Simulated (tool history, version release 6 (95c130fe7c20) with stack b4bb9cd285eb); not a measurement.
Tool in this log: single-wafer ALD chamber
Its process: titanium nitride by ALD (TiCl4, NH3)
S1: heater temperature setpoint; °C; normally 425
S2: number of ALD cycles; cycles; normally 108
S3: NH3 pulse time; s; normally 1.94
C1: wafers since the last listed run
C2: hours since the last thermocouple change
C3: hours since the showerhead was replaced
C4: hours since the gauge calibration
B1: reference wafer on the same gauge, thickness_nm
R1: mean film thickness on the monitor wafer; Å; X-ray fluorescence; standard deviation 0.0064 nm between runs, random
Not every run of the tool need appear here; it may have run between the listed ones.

Run 1, hour 0: usual settings but S2 93 cycles; C1 0; C2 564.1; C3 4454.6; C4 1112.7; B1 2.63. Result: R1 21.97 Å.
Run 2, hour 68.9: usual settings but S2 93 cycles; C1 192; C2 633; C3 4523.5; C4 1181.6; B1 2.628. Result: R1 21.93 Å.
Run 3, hour 109.6: usual settings but S2 93 cycles; C1 113; C2 673.7; C3 4564.2; C4 1222.3; B1 2.632. Result: R1 21.94 Å.
Run 4, hour 223.9: usual settings; C1 319; C2 788; C3 4678.5; C4 1336.6; B1 2.628. Result: R1 25.38 Å.
Run 5, hour 373.1: usual settings; C1 417; C2 937.2; C3 4827.7; C4 1485.8; B1 2.632. Result: R1 25.62 Å.
At hour 495.5: gauge calibrated.
Run 6, hour 529.3: usual settings; C1 437; C2 1093.4; C3 4983.9; C4 33.8; B1 2.628. Result: R1 25.42 Å.
At hour 648.3: showerhead replaced.
Run 7, hour 662.8: usual settings; C1 351; C2 1226.9; C3 14.5; C4 167.3; B1 2.631. Result: R1 25.38 Å.
Run 8, hour 712.6: usual settings; C1 139; C2 1276.7; C3 64.3; C4 217.1; B1 2.631. Result: R1 25.41 Å.
Run 9, hour 738: usual settings; C1 71; C2 1302.1; C3 89.7; C4 242.5; B1 2.632. Result: R1 25.43 Å.
Run 10, hour 766.5: usual settings but S3 1.59 s; C1 79; C2 1330.6; C3 118.2; C4 271; B1 2.627. Result: R1 25.27 Å.
Run 11, hour 832.5: usual settings but S3 1.78 s; C1 184; C2 1396.6; C3 184.2; C4 337; B1 2.635. Result: R1 25.5 Å.
Run 12, hour 865.9: usual settings but S1 415 °C; C1 93; C2 1430; C3 217.6; C4 370.4; B1 2.63. Result: R1 25.38 Å.
Run 13, hour 914.9: usual settings; C1 137; C2 1479; C3 266.6; C4 419.4; B1 2.629. Result: R1 25.54 Å.
Run 14, hour 972.4: usual settings; C1 160; C2 1536.5; C3 324.1; C4 476.9; B1 2.633. Result: R1 25.47 Å.
Run 15, hour 1000.7: usual settings but S1 438 °C, S2 118 cycles; C1 79; C2 1564.8; C3 352.4; C4 505.2; B1 2.63. Result: R1 27.85 Å.
Run 16, hour 1025.2: usual settings but S1 418 °C, S2 124 cycles; C1 68; C2 1589.3; C3 376.9; C4 529.7; B1 2.628. Result: R1 29.09 Å.
Run 17, hour 1052.8: usual settings but S1 418 °C, S2 124 cycles; C1 77; C2 1616.9; C3 404.5; C4 557.3; B1 2.627. Result: R1 29.09 Å.
Run 18, hour 1085.4: usual settings but S1 415 °C, S2 122 cycles, S3 2.32 s; C1 91; C2 1649.5; C3 437.1; C4 589.9; B1 2.632. Result: R1 28.72 Å.
At hour 1110: thermocouple changed; heater temperature recalibrated.
Run 19, hour 1116.5: usual settings but S3 2.57 s; C1 64; C2 6.5; C3 468.2; C4 621; B1 2.633. Result: R1 25.7 Å.
Run 20, hour 1184.7: usual settings but S1 436 °C, S2 124 cycles; C1 190; C2 74.7; C3 536.4; C4 689.2; B1 2.633. Result: R1 29.26 Å.
Run 21, hour 1230.3: usual settings but S1 434 °C; C1 127; C2 120.3; C3 582; C4 734.8; B1 2.629. Result: R1 25.41 Å.
Run 22, hour 1290.4: usual settings but S1 411 °C; C1 168; C2 180.4; C3 642.1; C4 794.9; B1 2.634. Result: R1 25.19 Å.
Run 23, hour 1358.8: usual settings; C1 191; C2 248.8; C3 710.5; C4 863.3; B1 2.631. Result: R1 25.47 Å.
Run 24, hour 1398.2: usual settings; C1 110; C2 288.2; C3 749.9; C4 902.7; B1 2.63. Result: R1 25.54 Å.
Run 25, hour 1452.5: usual settings but S1 432 °C, S2 91 cycles, S3 1.65 s; C1 151; C2 342.5; C3 804.2; C4 957; B1 2.628. Result: R1 21.39 Å.
Run 26, hour 1514.2: usual settings but S3 2.51 s; C1 172; C2 404.2; C3 865.9; C4 1018.7; B1 2.631. Result: R1 25.56 Å.
Run 27, hour 1541.9: usual settings but S2 123 cycles; C1 77; C2 431.9; C3 893.6; C4 1046.4; B1 2.631. Result: R1 28.97 Å.
Run 28, hour 1586.7: usual settings but S1 436 °C, S2 124 cycles; C1 125; C2 476.7; C3 938.4; C4 1091.2; B1 2.632. Result: R1 29.13 Å.

Below are 4 alternative next runs, each starting from the tool's condition after run 28. Predict each:
Run A, hour 1587.3: usual settings but S1 439 °C; C1 1; C2 477.3; C3 939; C4 1091.8; B1 ?. Result: R1 ?.
Run B, hour 1587.3: usual settings but S2 127 cycles; C1 1; C2 477.3; C3 939; C4 1091.8; B1 ?. Result: R1 ?.
Run C, hour 1587.3: usual settings but S1 418 °C, S2 123 cycles; C1 1; C2 477.3; C3 939; C4 1091.8; B1 ?. Result: R1 ?.
Run D, hour 1587.3: usual settings but S2 101 cycles, S3 1.24 s; C1 1; C2 477.3; C3 939; C4 1091.8; B1 ?. Result: R1 ?.

run     B1     R1
  A  2.631  25.51
  B  2.631     30
  C  2.631  28.97
  D  2.631   23.5
With the hidden condition removed and each run's random variation left untouched, the same runs would have given:
run     R1
  A  25.51
  B     30
  C  28.97
  D   23.5
